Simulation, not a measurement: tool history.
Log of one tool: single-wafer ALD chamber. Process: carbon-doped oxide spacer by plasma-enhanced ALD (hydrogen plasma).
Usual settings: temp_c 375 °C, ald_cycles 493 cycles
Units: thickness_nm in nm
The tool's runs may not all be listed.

run	hour	temp_c	ald_cycles	wafers since the last listed run	hours since the last thermocouple change	hours since the gauge calibration	read-back reference wafer on the same gauge, thickness_nm	thickness_nm
1	0.0	375	493	0	1222.2	821.0	27.872	23.996
2	182.5	375	513	199	1404.7	1003.5	27.906	24.952
3	234.2	375	513	56	1456.4	1055.2	27.883	24.946
4	267.5	382	493	36	1489.7	1088.5	27.896	23.954
5	323.8	375	431	61	1546.0	1144.8	27.907	20.970
6	392.5	366	433	75	1614.7	1213.5	27.891	21.062
7	460.2	380	468	74	1682.4	1281.2	27.903	22.761
8	499.2	365	493	42	1721.4	1320.2	27.920	23.981
9	534.0	365	493	38	1756.2	1355.0	27.924	23.929
10	561.7	365	493	30	1783.9	1382.7	27.900	24.086
11	632.8	375	493	77	1855.0	1453.8	27.866	23.928
12	687.3	375	493	59	1909.5	1508.3	27.900	23.916
13	724.8	375	493	41	1947.0	1545.8	27.901	23.989
# hour 738.8: thermocouple changed; heater temperature recalibrated
14	795.3	375	493	68	56.5	1616.3	27.890	24.052
15	969.0	375	493	190	230.2	1790.0	27.912	24.013
16	1022.3	366	493	58	283.5	1843.3	27.897	24.100
# hour 1061.2: gauge calibrated
17	1081.3	384	516	64	342.5	20.1	27.905	25.132
18	1118.8	375	493	41	380.0	57.6	27.898	24.024
19	1170.0	375	493	56	431.2	108.8	27.881	23.949
20	1241.7	388	493	78	502.9	180.5	27.874	23.965
21	1282.5	375	442	44	543.7	221.3	27.927	21.494
22	1348.9	375	449	72	610.1	287.7	27.884	21.885
23	1399.3	388	493	55	660.5	338.1	27.910	24.034
24	1423.4	380	424	26	684.6	362.2	27.934	20.580
25	1469.0	388	493	49	730.2	407.8	27.909	24.053
26	1512.2	375	493	47	773.4	451.0	27.921	23.985
27	1540.6	375	493	31	801.8	479.4	27.905	24.032
28	1586.5	375	493	50	847.7	525.3	27.866	24.010
29	1662.4	369	555	83	923.6	601.2	27.907	27.072
30	1711.2	383	403	53	972.4	650.0	27.901	19.640
31	1751.3	360	569	43	1012.5	690.1	27.874	27.699
32	1800.9	375	431	54	1062.1	739.7	27.890	21.059
33	1830.1	375	584	31	1091.3	768.9	27.905	28.417
34	1956.7	368	493	138	1217.9	895.5	27.898	23.991
35	2001.6	371	536	49	1262.8	940.4	27.895	25.966

The tool's hidden state at each run:
wafer temperature above the value expected at the setpoint (K): 0 in every run
gauge reads high (%): 0 in every run
